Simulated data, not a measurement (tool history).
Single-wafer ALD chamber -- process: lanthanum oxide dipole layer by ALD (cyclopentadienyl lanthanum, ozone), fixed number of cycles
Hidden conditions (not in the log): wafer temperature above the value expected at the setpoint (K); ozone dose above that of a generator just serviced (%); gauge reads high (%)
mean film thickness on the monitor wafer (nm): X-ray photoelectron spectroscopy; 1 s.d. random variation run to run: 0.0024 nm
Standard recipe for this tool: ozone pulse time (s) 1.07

run,hour,ozone pulse time (s),wafers since the last listed run,hours since the last thermocouple change,hours since the last ozone generator service,hours since the showerhead was replaced,hours since the gauge calibration,"read-back reference wafer on the same gauge, thickness_nm",mean film thickness on the monitor wafer (nm)
1,0,1.07,0,2127.5,928.4,3617.7,533.5,0.439,0.487
2,43.3,1.07,696,2170.8,971.7,3661,576.8,0.44,0.485
3,83.8,1.07,651,2211.3,1012.2,3701.5,617.3,0.439,0.486
4,143,0.81,951,2270.5,1071.4,3760.7,676.5,0.439,0.386
5,228.2,0.81,1369,2355.7,1156.6,3845.9,761.7,0.438,0.391
6,289.4,0.81,983,2416.9,1217.8,3907.1,822.9,0.439,0.383
7,340.7,0.79,824,2468.2,1269.1,3958.4,874.2,0.44,0.373
8,421.9,0.79,1305,2549.4,1350.3,4039.6,955.4,0.439,0.372
9,503.4,0.79,1310,2630.9,1431.8,4121.1,1036.9,0.439,0.37
# hour 553.2: showerhead replaced, of another model than before
10,579.8,1.32,1099,2707.3,1508.2,26.6,1113.3,0.439,0.515
11,634.3,0.88,876,2761.8,1562.7,81.1,1167.8,0.439,0.452
# hour 699.9: ozone generator serviced
12,742.2,1.07,1606,2869.7,42.3,189,1275.7,0.439,0.486
# hour 809.9: thermocouple changed; heater temperature recalibrated
13,835,0.7,1363,25.1,135.1,281.8,1368.5,0.438,0.411
14,898.1,0.76,1014,88.2,198.2,344.9,1431.6,0.439,0.43
15,935.5,1.26,601,125.6,235.6,382.3,1469,0.438,0.516
# hour 1010.7: gauge calibrated
16,1013.9,1.35,1260,204,314,460.7,3.2,0.438,0.522
17,1077.6,1.49,1024,267.7,377.7,524.4,66.9,0.439,0.532
18,1162.4,1.07,1363,352.5,462.5,609.2,151.7,0.439,0.494
19,1269.9,0.93,1728,460,570,716.7,259.2,0.438,0.468
20,1322,0.91,837,512.1,622.1,768.8,311.3,0.438,0.46

Run 21 comes next. What will it give?
21,1363.2,1.27,662,553.3,663.3,810,352.5,?,?

For run 21 the tool returned read-back reference wafer on the same gauge, thickness_nm 0.439, mean film thickness on the monitor wafer (nm) 0.517.
Had the tool carried no hidden state, the very same run would have given mean film thickness on the monitor wafer (nm) 0.519.

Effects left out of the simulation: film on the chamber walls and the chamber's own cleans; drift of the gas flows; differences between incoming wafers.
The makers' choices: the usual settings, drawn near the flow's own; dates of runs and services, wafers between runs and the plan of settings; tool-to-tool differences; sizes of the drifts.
